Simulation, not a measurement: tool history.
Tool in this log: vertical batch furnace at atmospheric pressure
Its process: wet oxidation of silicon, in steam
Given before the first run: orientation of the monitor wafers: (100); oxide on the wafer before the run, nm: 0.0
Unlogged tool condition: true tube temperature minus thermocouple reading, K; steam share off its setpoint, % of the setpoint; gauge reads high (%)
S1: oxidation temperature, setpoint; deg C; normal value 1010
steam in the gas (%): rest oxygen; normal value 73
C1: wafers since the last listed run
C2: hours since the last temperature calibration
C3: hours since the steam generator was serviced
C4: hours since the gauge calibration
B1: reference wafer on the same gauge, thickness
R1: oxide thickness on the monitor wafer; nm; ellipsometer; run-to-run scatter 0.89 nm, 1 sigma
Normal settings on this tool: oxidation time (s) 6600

Run 1, hour 0: usual settings but S1 998 deg C; C1 0; C2 4724.8; C3 3117.7; C4 48; B1 532.46. Result: R1 551.78 nm.
Run 2, hour 34.9: usual settings but S1 998 deg C; C1 209; C2 4759.7; C3 3152.6; C4 82.9; B1 533.14. Result: R1 552.24 nm.
Run 3, hour 68.2: usual settings; C1 200; C2 4793; C3 3185.9; C4 116.2; B1 533.69. Result: R1 596.96 nm.
Run 4, hour 81.8: usual settings; C1 81; C2 4806.6; C3 3199.5; C4 129.8; B1 533.94. Result: R1 597.22 nm.
At hour 94.6: gauge calibrated.
Run 5, hour 101.3: usual settings but S1 1024 deg C, steam in the gas (%) 78; C1 117; C2 4826.1; C3 3219; C4 6.7; B1 531.33. Result: R1 674.75 nm.
Run 6, hour 113.6: usual settings but S1 992 deg C, steam in the gas (%) 68; C1 73; C2 4838.4; C3 3231.3; C4 19; B1 531.69. Result: R1 503.19 nm.
Run 7, hour 127.4: usual settings but S1 992 deg C, steam in the gas (%) 68; C1 82; C2 4852.2; C3 3245.1; C4 32.8; B1 532.13. Result: R1 506.18 nm.
Run 8, hour 147.3: usual settings but oxidation time (s) 9360; C1 119; C2 4872.1; C3 3265; C4 52.7; B1 532.25. Result: R1 741.1 nm.
Run 9, hour 177: usual settings but S1 998 deg C, oxidation time (s) 9870, steam in the gas (%) 79; C1 178; C2 4901.8; C3 3294.7; C4 82.4; B1 532.81. Result: R1 754.25 nm.

Forecast run 10:
At hour 217.8: steam generator serviced.
At hour 227.1: thermocouples replaced and temperature profile calibrated.
Run 10, hour 227.6: usual settings; C1 103; C2 0.5; C3 9.8; C4 133; B1 ?. Result: R1 ?.

{"run 10": {"B1": 534.17, "R1": 598.29}}
Had the tool carried no hidden state, the very same run would have given R1 594.74 nm.
